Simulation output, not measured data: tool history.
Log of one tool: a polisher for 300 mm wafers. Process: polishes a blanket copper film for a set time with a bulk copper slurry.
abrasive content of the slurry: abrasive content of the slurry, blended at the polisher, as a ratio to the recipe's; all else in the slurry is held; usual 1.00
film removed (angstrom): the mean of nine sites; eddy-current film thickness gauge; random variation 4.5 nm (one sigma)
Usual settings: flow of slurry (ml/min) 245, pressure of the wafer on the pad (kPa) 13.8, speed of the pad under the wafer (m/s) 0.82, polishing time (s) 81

run,day,flow of slurry (ml/min),pressure of the wafer on the pad (kPa),speed of the pad under the wafer (m/s),abrasive content of the slurry,polishing time (s),wafers since the last listed run,wafers polished on this pad,hours since the slurry nozzle was cleaned,hours since the head pressure was calibrated,hours since the slurry blender was calibrated,"incoming thickness of the incoming film, nm",film removed (angstrom)
1,0.000,245,13.8,0.82,1.10,81,0,3799,405.9,265.9,413.4,1833.1,4707
# day 1.421: slurry blender recalibrated
2,2.250,245,13.8,0.82,1.10,81,608,4407,459.9,319.9,19.9,1869.4,4766
3,4.671,245,13.8,0.82,0.75,81,679,5086,518.0,378.0,78.0,1869.7,4257
# day 5.558: worn pad replaced by a new one
4,6.521,245,13.8,0.82,0.75,81,472,270,562.4,422.4,122.4,1869.2,4617
# day 7.121: slurry nozzle cleaned
5,7.667,245,17.2,0.82,1.00,69,309,580,13.1,449.9,149.9,1872.1,4901
6,9.562,245,17.2,0.82,1.00,69,532,1112,58.6,495.4,195.4,1870.7,4792
7,11.104,245,13.8,0.66,1.00,81,432,1545,95.6,532.4,232.4,1893.7,3962
# day 12.333: head pressure recalibrated
8,14.521,245,13.8,0.82,1.00,81,935,2481,177.6,52.5,314.4,1847.5,4706
9,17.279,245,13.8,0.82,1.00,81,774,3255,243.8,118.7,380.6,1864.6,4732
10,20.104,325,13.8,0.60,1.10,81,792,4048,311.6,186.5,448.4,1857.4,3795
# day 21.617: worn pad replaced by a new one
11,21.921,245,13.8,0.82,1.00,81,463,85,355.2,230.1,492.0,1885.8,5029
# day 22.467: slurry blender recalibrated
12,24.121,245,13.8,0.82,1.00,81,594,679,408.0,282.9,39.7,1897.8,4917
13,25.762,245,11.0,0.82,1.00,81,460,1140,447.4,322.3,79.1,1861.8,4145
# day 27.108: slurry nozzle cleaned
14,28.696,195,13.8,0.82,1.10,81,811,1952,38.1,392.7,149.5,1869.2,4695
15,31.217,245,13.8,1.02,1.00,81,707,2659,98.6,453.2,210.0,1846.3,5611
16,37.129,315,13.8,0.82,1.00,81,1659,4319,240.5,595.1,351.9,1880.1,4792
# day 38.829: slurry blender recalibrated
# day 39.621: head pressure recalibrated
# day 39.975: worn pad replaced by a new one
17,40.125,305,17.9,0.82,1.00,81,747,42,312.4,12.1,31.1,1836.7,6155
18,43.046,245,13.8,0.82,1.25,81,819,861,382.5,82.2,101.2,1858.1,5107
19,45.700,215,13.8,0.70,0.75,81,744,1606,446.2,145.9,164.9,1840.9,3879
20,46.946,185,13.8,0.82,1.25,81,349,1956,476.1,175.8,194.8,1867.4,4889
# day 48.392: slurry nozzle cleaned
21,48.571,245,17.9,0.82,1.10,81,444,2400,4.3,214.8,233.8,1866.0,5857
22,49.679,245,13.8,0.82,1.00,81,311,2712,30.9,241.4,260.4,1869.7,4740
23,52.383,245,13.8,0.82,1.00,90,759,3471,95.8,306.3,325.3,1884.1,5112
24,55.288,280,13.8,0.82,1.00,108,815,4286,165.5,376.0,395.0,1887.3,6277
25,57.792,245,10.3,0.82,1.00,81,702,4989,225.6,436.1,455.1,1866.0,3882
# day 59.438: slurry blender recalibrated
# day 60.029: worn pad replaced by a new one
26,60.762,245,15.2,0.74,1.00,81,763,205,296.9,507.4,31.8,1882.0,4863
27,63.688,200,13.8,1.00,1.00,81,820,1026,367.1,577.6,102.0,1860.5,5550
28,66.721,245,13.8,0.82,0.85,81,851,1878,439.9,650.4,174.8,1897.1,4543
# day 68.688: slurry nozzle cleaned
# day 69.162: head pressure recalibrated
29,69.262,245,13.8,0.82,1.00,81,678,2556,13.8,2.4,235.8,1868.3,4721

Forecast each of these 5 alternatives for the next run:
A,69.279,245,13.8,1.08,1.00,81,4,2561,14.2,2.8,236.2,1874.2,?
B,69.279,245,15.2,0.82,1.00,56,4,2561,14.2,2.8,236.2,1874.2,?
C,69.279,245,11.7,0.82,1.00,81,4,2561,14.2,2.8,236.2,1874.2,?
D,69.279,245,13.8,0.68,0.90,81,4,2561,14.2,2.8,236.2,1874.2,?
E,69.279,220,13.8,0.94,1.00,63,4,2561,14.2,2.8,236.2,1874.2,?

run,film removed (angstrom)
A,6004
B,3509
C,4260
D,3964
E,4099
Without the tool's hidden state the same runs would have given:
run,film removed (angstrom)
A,6363
B,3719
C,4515
D,4201
E,4344
